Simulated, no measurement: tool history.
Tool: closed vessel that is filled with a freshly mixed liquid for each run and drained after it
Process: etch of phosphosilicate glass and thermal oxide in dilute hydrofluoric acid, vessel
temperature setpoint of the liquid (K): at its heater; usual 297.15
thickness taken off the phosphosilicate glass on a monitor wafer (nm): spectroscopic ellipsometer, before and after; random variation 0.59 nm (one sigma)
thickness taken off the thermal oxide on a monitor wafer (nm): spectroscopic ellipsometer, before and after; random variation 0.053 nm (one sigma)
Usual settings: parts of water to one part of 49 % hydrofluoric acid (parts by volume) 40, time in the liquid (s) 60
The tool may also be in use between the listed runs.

run	day	temperature setpoint of the liquid (K)	parts of water to one part of 49 % hydrofluoric acid (parts by volume)	time in the liquid (s)	read-back film thickness of the phosphosilicate glass reference wafer, read on the same gauge (nm)	read-back film thickness of the thermal oxide reference wafer, read on the same gauge (nm)	thickness taken off the phosphosilicate glass on a monitor wafer (nm)	thickness taken off the thermal oxide on a monitor wafer (nm)
1	0.000	297.15	40	60	51.84	72.58	106.59	8.15
2	0.742	297.15	55	60	51.88	72.60	77.15	5.81
3	2.212	297.15	55	60	51.87	72.62	75.89	5.78
4	3.275	297.15	55	60	51.88	72.64	76.22	5.89
5	4.517	297.15	40	60	51.92	72.65	106.96	8.21
6	5.900	297.15	40	60	51.89	72.66	106.68	8.18
# day 6.212: gauge calibrated
7	8.333	297.15	40	60	50.24	70.34	102.80	7.96
8	11.012	297.15	40	60	50.56	70.77	103.70	7.97
9	14.738	297.15	40	60	50.87	71.25	104.87	7.98
10	15.283	297.15	40	60	50.94	71.33	104.55	8.00
11	15.808	297.15	40	60	50.99	71.38	105.25	8.04
12	16.521	298.65	50	85	51.02	71.43	125.63	9.57
13	17.600	299.15	55	50	51.10	71.52	67.47	5.22
14	18.792	297.15	40	60	51.18	71.66	105.09	8.08
15	20.100	297.15	40	40	51.26	71.75	70.48	5.36
16	21.092	295.65	40	50	51.31	71.81	82.40	6.41
# day 22.050: thermometer replaced
# day 24.192: hydrofluoric acid flow meter replaced
17	24.554	294.15	40	60	51.43	72.04	94.19	7.13

Run 18 comes next. What will it give?
18	25.058	300.65	40	35	?	?	?	?

read-back film thickness of the phosphosilicate glass reference wafer, read on the same gauge (nm): 51.48
read-back film thickness of the thermal oxide reference wafer, read on the same gauge (nm): 72.06
thickness taken off the phosphosilicate glass on a monitor wafer (nm): 71.49
thickness taken off the thermal oxide on a monitor wafer (nm): 5.51
Without the tool's hidden state the same run would have given thickness taken off the phosphosilicate glass on a monitor wafer (nm) 69.44, thickness taken off the thermal oxide on a monitor wafer (nm) 5.36.
